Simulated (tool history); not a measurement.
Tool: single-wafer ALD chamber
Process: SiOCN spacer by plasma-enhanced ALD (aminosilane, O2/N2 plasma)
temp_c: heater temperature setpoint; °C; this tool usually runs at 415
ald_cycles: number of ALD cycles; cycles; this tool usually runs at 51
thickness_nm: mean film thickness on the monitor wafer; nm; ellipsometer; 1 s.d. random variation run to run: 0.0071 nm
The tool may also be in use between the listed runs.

run,hour,temp_c,ald_cycles,wafers since the last listed run,hours since the last thermocouple change,hours since the gauge calibration,"read-back reference wafer on the same gauge, thickness_nm",thickness_nm
1,0.0,415,51,0,725.7,192.0,3.100,2.878
2,56.7,415,51,415,782.4,248.7,3.102,2.867
3,106.1,415,51,361,831.8,298.1,3.102,2.878
4,158.3,415,51,382,884.0,350.3,3.101,2.877
5,222.8,426,51,472,948.5,414.8,3.103,2.760
6,264.2,415,51,303,989.9,456.2,3.102,2.875
7,289.7,415,51,186,1015.4,481.7,3.099,2.880
8,321.2,415,51,230,1046.9,513.2,3.099,2.884
9,387.0,415,51,481,1112.7,579.0,3.101,2.888
10,419.2,415,51,235,1144.9,611.2,3.097,2.894
11,475.1,415,51,409,1200.8,667.1,3.099,2.879
# hour 493.8: gauge calibrated
12,509.3,415,51,250,1235.0,15.5,3.099,2.891
13,543.9,415,51,253,1269.6,50.1,3.100,2.897
14,605.4,415,51,450,1331.1,111.6,3.101,2.886
15,663.0,430,46,421,1388.7,169.2,3.100,2.478
16,692.7,409,48,217,1418.4,198.9,3.098,2.786
17,731.1,426,48,281,1456.8,237.3,3.100,2.623
18,791.6,415,51,443,1517.3,297.8,3.097,2.906
# hour 810.3: thermocouple changed; heater temperature recalibrated
19,861.0,415,51,449,50.7,367.2,3.101,2.863
20,892.1,415,51,227,81.8,398.3,3.102,2.856

Predict the results of run 21:
21,959.9,406,55,496,149.6,466.1,?,?

Run 21 came out at read-back reference wafer on the same gauge, thickness_nm 3.099, thickness_nm 3.184 nm.
The same run, on a tool lacking any hidden state, would have yielded thickness_nm 3.178 nm.
